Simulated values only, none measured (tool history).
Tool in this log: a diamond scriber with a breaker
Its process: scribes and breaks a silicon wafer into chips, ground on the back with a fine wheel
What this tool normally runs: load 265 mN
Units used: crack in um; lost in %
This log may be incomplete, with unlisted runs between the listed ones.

run,hour,load,wafers since the last listed run,hours since the diamond tip was replaced,hours since the load on the tip was calibrated,"incoming depth of the damage left on the back of the incoming wafer, um",crack,lost
1,0,318,0,590.7,194.8,2.25,7.3,3.3
# hour 49.6: diamond tip replaced by a new one
2,86.6,318,269,37,281.4,1.9,8.44,3.26
3,158.7,219,229,109.1,353.5,1.58,5.66,11.68
4,248.2,219,284,198.6,443,2.78,5.44,19.4
5,342.3,265,299,292.7,537.1,2.85,6.35,10.38
6,435.5,265,296,385.9,630.3,2.98,6.3,13.27
7,523.7,265,280,474.1,718.5,2.39,6.14,8.37
# hour 579.8: diamond tip replaced by a new one
8,691.1,265,525,111.3,885.9,2.12,7.03,3.63
9,741,244,158,161.2,935.8,1.57,6.29,6
10,846.8,244,336,267,1041.6,1.85,5.9,7.52
11,897.6,265,161,317.8,1092.4,1.53,6.48,3.75
12,938.3,265,129,358.5,1133.1,1.61,6.48,3.92
13,994.4,265,178,414.6,1189.2,1.62,6.48,4.53
14,1094.3,265,317,514.5,1289.1,2.48,6.3,7.47
# hour 1116.3: diamond tip replaced by a new one
15,1190.4,311,299,74.1,1385.2,1.6,7.73,1.48
16,1243.9,216,170,127.6,1438.7,1.72,5.32,16.42
17,1315.1,206,226,198.8,1509.9,2.24,5.12,24.15

For run 18, what comes out?
18,1492.4,211,563,376.1,1687.2,1.76,?,?

Run 18 measured crack 4.7 um, lost 24.32 %.
Without the tool's hidden state the same run would have given crack 5.78 um, lost 8.31 %.
